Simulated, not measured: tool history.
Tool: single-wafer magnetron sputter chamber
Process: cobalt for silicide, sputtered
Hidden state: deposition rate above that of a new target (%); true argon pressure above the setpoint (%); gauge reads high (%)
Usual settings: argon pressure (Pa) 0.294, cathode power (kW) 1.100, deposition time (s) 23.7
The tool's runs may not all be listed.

| run | day | argon pressure (Pa) | cathode power (kW) | deposition time (s) | wafers since the last listed run | wafers on the sputter target | hours since the last manometer calibration | hours since the magnet pack was replaced | hours since the gauge calibration | read-back reference wafer on the same gauge, thickness_nm | mean film thickness on the monitor wafer (Å) |
|---|---|---|---|---|---|---|---|---|---|---|---|
| 1 | 0.000 | 0.294 | 1.100 | 23.7 | 0 | 3757 | 2541.9 | 7380.5 | 142.5 | 12.786 | 133.39 |
| 2 | 0.429 | 0.294 | 1.100 | 23.7 | 215 | 3972 | 2552.2 | 7390.8 | 152.8 | 12.791 | 133.66 |
| 3 | 0.696 | 0.294 | 1.100 | 23.7 | 133 | 4106 | 2558.6 | 7397.2 | 159.2 | 12.810 | 133.46 |
| 4 | 1.146 | 0.294 | 1.100 | 23.7 | 225 | 4332 | 2569.4 | 7408.0 | 170.0 | 12.813 | 133.68 |
| 5 | 1.796 | 0.294 | 1.100 | 23.7 | 326 | 4658 | 2585.0 | 7423.6 | 185.6 | 12.798 | 133.05 |
| 6 | 2.917 | 0.294 | 1.100 | 23.7 | 562 | 5220 | 2611.9 | 7450.5 | 212.5 | 12.824 | 133.33 |
| 7 | 3.425 | 0.294 | 1.100 | 23.7 | 255 | 5475 | 2624.1 | 7462.7 | 224.7 | 12.798 | 133.38 |
| 8 | 3.775 | 0.294 | 1.100 | 22.1 | 175 | 5651 | 2632.5 | 7471.1 | 233.1 | 12.786 | 124.94 |
| 9 | 4.342 | 0.294 | 1.100 | 20.7 | 284 | 5935 | 2646.1 | 7484.7 | 246.7 | 12.790 | 116.30 |
| 10 | 5.058 | 0.294 | 1.100 | 20.7 | 359 | 6295 | 2663.3 | 7501.9 | 263.9 | 12.815 | 114.84 |
| 11 | 5.392 | 0.294 | 1.100 | 20.7 | 167 | 6462 | 2671.3 | 7509.9 | 271.9 | 12.788 | 114.56 |
| 12 | 6.008 | 0.294 | 1.050 | 23.7 | 309 | 6772 | 2686.1 | 7524.7 | 286.7 | 12.817 | 127.85 |
|  | 6.542 | sputter target and shields replaced |
|  | 6.617 | capacitance manometer re-zeroed and calibrated |
| 13 | 6.638 | 0.232 | 1.100 | 23.7 | 110 | 9 | 0.5 | 7539.8 | 301.8 | 12.780 | 140.08 |
| 14 | 7.029 | 0.232 | 1.100 | 23.7 | 196 | 206 | 9.9 | 7549.2 | 311.2 | 12.810 | 140.60 |
| 15 | 7.621 | 0.360 | 1.100 | 23.7 | 296 | 503 | 24.1 | 7563.4 | 325.4 | 12.806 | 132.46 |
|  | 8.488 | magnet pack replaced, of another model than before |
| 16 | 8.508 | 0.180 | 1.000 | 23.7 | 278 | 781 | 45.4 | 0.5 | 346.7 | 12.803 | 126.87 |
|  | 8.683 | gauge calibrated |
| 17 | 8.983 | 0.343 | 0.900 | 21.0 | 238 | 1019 | 56.8 | 11.9 | 7.2 | 12.795 | 96.39 |
| 18 | 9.525 | 0.294 | 1.100 | 23.7 | 271 | 1291 | 69.8 | 24.9 | 20.2 | 12.795 | 133.49 |
| 19 | 10.217 | 0.294 | 1.100 | 23.7 | 347 | 1638 | 86.4 | 41.5 | 36.8 | 12.841 | 134.62 |
| 20 | 10.550 | 0.294 | 1.100 | 21.3 | 167 | 1806 | 94.4 | 49.5 | 44.8 | 12.808 | 121.75 |
| 21 | 10.875 | 0.294 | 1.200 | 23.7 | 163 | 1969 | 102.2 | 57.3 | 52.6 | 12.807 | 148.55 |
| 22 | 11.425 | 0.294 | 1.100 | 20.7 | 276 | 2245 | 115.4 | 70.5 | 65.8 | 12.791 | 116.24 |
| 23 | 12.004 | 0.403 | 1.250 | 25.0 | 290 | 2535 | 129.3 | 84.4 | 79.7 | 12.814 | 155.75 |
| 24 | 12.583 | 0.256 | 0.850 | 23.7 | 290 | 2826 | 143.2 | 98.3 | 93.6 | 12.813 | 104.66 |
| 25 | 13.067 | 0.294 | 1.100 | 23.7 | 242 | 3069 | 154.8 | 109.9 | 105.2 | 12.807 | 133.76 |
| 26 | 13.388 | 0.294 | 1.100 | 25.9 | 161 | 3230 | 162.5 | 117.6 | 112.9 | 12.809 | 146.83 |
| 27 | 14.033 | 0.229 | 1.100 | 26.4 | 324 | 3554 | 178.0 | 133.1 | 128.4 | 12.784 | 150.80 |
| 28 | 14.596 | 0.294 | 1.100 | 23.7 | 282 | 3836 | 191.5 | 146.6 | 141.9 | 12.778 | 133.92 |
| 29 | 15.179 | 0.294 | 1.100 | 23.7 | 292 | 4129 | 205.5 | 160.6 | 155.9 | 12.815 | 134.83 |

3 ways to go on from here, each from the tool as it stands after run 29. What would each give?
| A | 15.196 | 0.179 | 1.100 | 23.7 | 8 | 4137 | 205.9 | 161.0 | 156.3 | ? | ? |
| B | 15.196 | 0.294 | 1.200 | 21.4 | 8 | 4137 | 205.9 | 161.0 | 156.3 | ? | ? |
| C | 15.196 | 0.294 | 1.250 | 26.0 | 8 | 4137 | 205.9 | 161.0 | 156.3 | ? | ? |

| run | read-back reference wafer on the same gauge, thickness_nm | mean film thickness on the monitor wafer (Å) |
|---|---|---|
| A | 12.749 | 136.28 |
| B | 12.749 | 130.34 |
| C | 12.749 | 164.96 |
Without the tool's hidden state the same runs would have given:
| run | mean film thickness on the monitor wafer (Å) |
|---|---|
| A | 140.38 |
| B | 134.26 |
| C | 169.92 |

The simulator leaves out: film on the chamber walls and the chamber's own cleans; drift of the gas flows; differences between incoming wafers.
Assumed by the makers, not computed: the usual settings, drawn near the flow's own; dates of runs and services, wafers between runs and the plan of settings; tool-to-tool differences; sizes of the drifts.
